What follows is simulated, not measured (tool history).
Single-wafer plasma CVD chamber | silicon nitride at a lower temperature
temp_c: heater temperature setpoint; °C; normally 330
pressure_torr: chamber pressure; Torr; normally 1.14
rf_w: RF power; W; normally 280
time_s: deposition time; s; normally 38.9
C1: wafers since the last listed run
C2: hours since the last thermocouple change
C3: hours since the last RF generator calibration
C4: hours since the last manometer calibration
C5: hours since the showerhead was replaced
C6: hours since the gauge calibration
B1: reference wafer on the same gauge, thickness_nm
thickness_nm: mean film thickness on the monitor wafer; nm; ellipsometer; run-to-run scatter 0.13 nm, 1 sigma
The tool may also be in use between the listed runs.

{"run": 1, "hour": 0.0, "temp_c": 330, "pressure_torr": 1.14, "rf_w": 280, "time_s": 38.9, "C1": 0, "C2": 596.7, "C3": 1661.6, "C4": 2388.5, "C5": 2847.4, "C6": 565.6, "B1": 40.902, "thickness_nm": 35.471}
{"run": 2, "hour": 15.2, "temp_c": 330, "pressure_torr": 1.14, "rf_w": 280, "time_s": 38.9, "C1": 289, "C2": 611.9, "C3": 1676.8, "C4": 2403.7, "C5": 2862.6, "C6": 580.8, "B1": 40.87, "thickness_nm": 35.577}
{"hour": 36.2, "done": "showerhead replaced"}
{"run": 3, "hour": 40.0, "temp_c": 330, "pressure_torr": 1.14, "rf_w": 280, "time_s": 38.9, "C1": 319, "C2": 636.7, "C3": 1701.6, "C4": 2428.5, "C5": 3.8, "C6": 605.6, "B1": 40.87, "thickness_nm": 35.544}
{"run": 4, "hour": 65.1, "temp_c": 330, "pressure_torr": 1.14, "rf_w": 280, "time_s": 38.9, "C1": 477, "C2": 661.8, "C3": 1726.7, "C4": 2453.6, "C5": 28.9, "C6": 630.7, "B1": 40.906, "thickness_nm": 35.326}
{"run": 5, "hour": 90.2, "temp_c": 330, "pressure_torr": 1.14, "rf_w": 280, "time_s": 38.9, "C1": 477, "C2": 686.9, "C3": 1751.8, "C4": 2478.7, "C5": 54, "C6": 655.8, "B1": 40.909, "thickness_nm": 35.508}
{"run": 6, "hour": 109.8, "temp_c": 330, "pressure_torr": 1.14, "rf_w": 280, "time_s": 38.9, "C1": 372, "C2": 706.5, "C3": 1771.4, "C4": 2498.3, "C5": 73.6, "C6": 675.4, "B1": 40.933, "thickness_nm": 35.572}
{"run": 7, "hour": 140.4, "temp_c": 330, "pressure_torr": 1.14, "rf_w": 245, "time_s": 38.9, "C1": 582, "C2": 737.1, "C3": 1802, "C4": 2528.9, "C5": 104.2, "C6": 706, "B1": 40.852, "thickness_nm": 32.342}
{"run": 8, "hour": 166.0, "temp_c": 330, "pressure_torr": 1.14, "rf_w": 245, "time_s": 38.9, "C1": 487, "C2": 762.7, "C3": 1827.6, "C4": 2554.5, "C5": 129.8, "C6": 731.6, "B1": 40.884, "thickness_nm": 32.18}
{"run": 9, "hour": 192.2, "temp_c": 319, "pressure_torr": 1.14, "rf_w": 280, "time_s": 38.9, "C1": 498, "C2": 788.9, "C3": 1853.8, "C4": 2580.7, "C5": 156, "C6": 757.8, "B1": 40.888, "thickness_nm": 35.636}
{"run": 10, "hour": 212.6, "temp_c": 330, "pressure_torr": 1.14, "rf_w": 280, "time_s": 38.9, "C1": 388, "C2": 809.3, "C3": 1874.2, "C4": 2601.1, "C5": 176.4, "C6": 778.2, "B1": 40.926, "thickness_nm": 35.308}
{"hour": 223.5, "done": "gauge calibrated"}
{"run": 11, "hour": 242.2, "temp_c": 330, "pressure_torr": 1.04, "rf_w": 335, "time_s": 38.9, "C1": 563, "C2": 838.9, "C3": 1903.8, "C4": 2630.7, "C5": 206, "C6": 18.7, "B1": 40.897, "thickness_nm": 38.445}
{"run": 12, "hour": 257.7, "temp_c": 330, "pressure_torr": 1.14, "rf_w": 280, "time_s": 38.9, "C1": 294, "C2": 854.4, "C3": 1919.3, "C4": 2646.2, "C5": 221.5, "C6": 34.2, "B1": 40.921, "thickness_nm": 35.103}
{"run": 13, "hour": 275.1, "temp_c": 325, "pressure_torr": 1.14, "rf_w": 265, "time_s": 44.7, "C1": 331, "C2": 871.8, "C3": 1936.7, "C4": 2663.6, "C5": 238.9, "C6": 51.6, "B1": 40.908, "thickness_nm": 39.116}
{"run": 14, "hour": 292.3, "temp_c": 330, "pressure_torr": 1.23, "rf_w": 260, "time_s": 46.2, "C1": 327, "C2": 889, "C3": 1953.9, "C4": 2680.8, "C5": 256.1, "C6": 68.8, "B1": 40.934, "thickness_nm": 40.917}
{"run": 15, "hour": 310.7, "temp_c": 330, "pressure_torr": 1.14, "rf_w": 280, "time_s": 38.9, "C1": 350, "C2": 907.4, "C3": 1972.3, "C4": 2699.2, "C5": 274.5, "C6": 87.2, "B1": 40.936, "thickness_nm": 35.053}
{"run": 16, "hour": 343.0, "temp_c": 330, "pressure_torr": 1.14, "rf_w": 230, "time_s": 38.9, "C1": 614, "C2": 939.7, "C3": 2004.6, "C4": 2731.5, "C5": 306.8, "C6": 119.5, "B1": 40.935, "thickness_nm": 30.752}
{"hour": 360.7, "done": "capacitance manometer re-zeroed and calibrated"}
{"run": 17, "hour": 361.2, "temp_c": 330, "pressure_torr": 1.14, "rf_w": 280, "time_s": 38.9, "C1": 194, "C2": 957.9, "C3": 2022.8, "C4": 0.5, "C5": 325, "C6": 137.7, "B1": 40.891, "thickness_nm": 35.206}
{"hour": 444.2, "done": "RF generator calibrated"}
{"run": 18, "hour": 451.2, "temp_c": 330, "pressure_torr": 1.14, "rf_w": 280, "time_s": 38.9, "C1": 1560, "C2": 1047.9, "C3": 7, "C4": 90.5, "C5": 415, "C6": 227.7, "B1": 40.837, "thickness_nm": 36.891}
{"hour": 478.5, "done": "thermocouple changed; heater temperature recalibrated"}
{"run": 19, "hour": 487.0, "temp_c": 330, "pressure_torr": 1.14, "rf_w": 280, "time_s": 38.9, "C1": 528, "C2": 8.5, "C3": 42.8, "C4": 126.3, "C5": 450.8, "C6": 263.5, "B1": 40.909, "thickness_nm": 36.765}
{"run": 20, "hour": 514.8, "temp_c": 345, "pressure_torr": 1.14, "rf_w": 280, "time_s": 36.1, "C1": 528, "C2": 36.3, "C3": 70.6, "C4": 154.1, "C5": 478.6, "C6": 291.3, "B1": 40.91, "thickness_nm": 34.154}
{"run": 21, "hour": 538.4, "temp_c": 317, "pressure_torr": 1.14, "rf_w": 280, "time_s": 33.3, "C1": 449, "C2": 59.9, "C3": 94.2, "C4": 177.7, "C5": 502.2, "C6": 314.9, "B1": 40.879, "thickness_nm": 31.787}
{"run": 22, "hour": 553.5, "temp_c": 330, "pressure_torr": 1.14, "rf_w": 325, "time_s": 43.8, "C1": 287, "C2": 75, "C3": 109.3, "C4": 192.8, "C5": 517.3, "C6": 330, "B1": 40.937, "thickness_nm": 45.739}
{"run": 23, "hour": 567.9, "temp_c": 335, "pressure_torr": 0.86, "rf_w": 280, "time_s": 38.9, "C1": 273, "C2": 89.4, "C3": 123.7, "C4": 207.2, "C5": 531.7, "C6": 344.4, "B1": 40.927, "thickness_nm": 33.011}
{"run": 24, "hour": 595.4, "temp_c": 330, "pressure_torr": 1.14, "rf_w": 245, "time_s": 38.9, "C1": 523, "C2": 116.9, "C3": 151.2, "C4": 234.7, "C5": 559.2, "C6": 371.9, "B1": 40.869, "thickness_nm": 33.419}
{"run": 25, "hour": 609.1, "temp_c": 330, "pressure_torr": 1.29, "rf_w": 260, "time_s": 38.9, "C1": 260, "C2": 130.6, "C3": 164.9, "C4": 248.4, "C5": 572.9, "C6": 385.6, "B1": 40.894, "thickness_nm": 36.508}
{"run": 26, "hour": 658.4, "temp_c": 335, "pressure_torr": 1.14, "rf_w": 260, "time_s": 35.8, "C1": 937, "C2": 179.9, "C3": 214.2, "C4": 297.7, "C5": 622.2, "C6": 434.9, "B1": 40.94, "thickness_nm": 32.219}
{"run": 27, "hour": 690.0, "temp_c": 330, "pressure_torr": 1.14, "rf_w": 280, "time_s": 41.6, "C1": 601, "C2": 211.5, "C3": 245.8, "C4": 329.3, "C5": 653.8, "C6": 466.5, "B1": 40.913, "thickness_nm": 39.333}
{"run": 28, "hour": 708.2, "temp_c": 330, "pressure_torr": 1.14, "rf_w": 310, "time_s": 46, "C1": 346, "C2": 229.7, "C3": 264, "C4": 347.5, "C5": 672, "C6": 484.7, "B1": 40.904, "thickness_nm": 46.218}
{"run": 29, "hour": 747.2, "temp_c": 330, "pressure_torr": 1.14, "rf_w": 280, "time_s": 38.9, "C1": 741, "C2": 268.7, "C3": 303, "C4": 386.5, "C5": 711, "C6": 523.7, "B1": 40.905, "thickness_nm": 36.889}
{"run": 30, "hour": 781.0, "temp_c": 323, "pressure_torr": 1.28, "rf_w": 255, "time_s": 42.6, "C1": 643, "C2": 302.5, "C3": 336.8, "C4": 420.3, "C5": 744.8, "C6": 557.5, "B1": 40.893, "thickness_nm": 39.273}

Below, some changes in thickness_nm between adjacent runs. For each, the amount present without the hidden state too (settings, incoming material, random variation) and the amount remaining for the hidden state with gauge scatter not shared by both compared results:
Hidden state present: wafer temperature above the value expected at the setpoint (K); delivered RF power above the setpoint (%); true pressure above the setpoint (%); gauge reads high (%).
Run 12 -> 13: temp_c 330 -> 325, rf_w 280 -> 265, time_s 38.9 -> 44.7. thickness_nm +4.013 nm: hidden state -0.231, all else +4.244.
Run 14 -> 15: pressure_torr 1.23 -> 1.14, rf_w 260 -> 280, time_s 46.2 -> 38.9. thickness_nm -5.864 nm: hidden state +0.265, all else -6.129.
Run 17 -> 18: RF generator calibrated. thickness_nm +1.685 nm: hidden state +1.694, all else -0.009.
Run 21 -> 22: temp_c 317 -> 330, rf_w 280 -> 325, time_s 33.3 -> 43.8. thickness_nm +13.952 nm: hidden state -0.004, all else +13.956.
Run 22 -> 23: temp_c 330 -> 335, pressure_torr 1.14 -> 0.86, rf_w 325 -> 280, time_s 43.8 -> 38.9. thickness_nm -12.728 nm: hidden state +0.002, all else -12.73.
Run 28 -> 29: rf_w 310 -> 280, time_s 46 -> 38.9. thickness_nm -9.329 nm: hidden state -0.001, all else -9.328.

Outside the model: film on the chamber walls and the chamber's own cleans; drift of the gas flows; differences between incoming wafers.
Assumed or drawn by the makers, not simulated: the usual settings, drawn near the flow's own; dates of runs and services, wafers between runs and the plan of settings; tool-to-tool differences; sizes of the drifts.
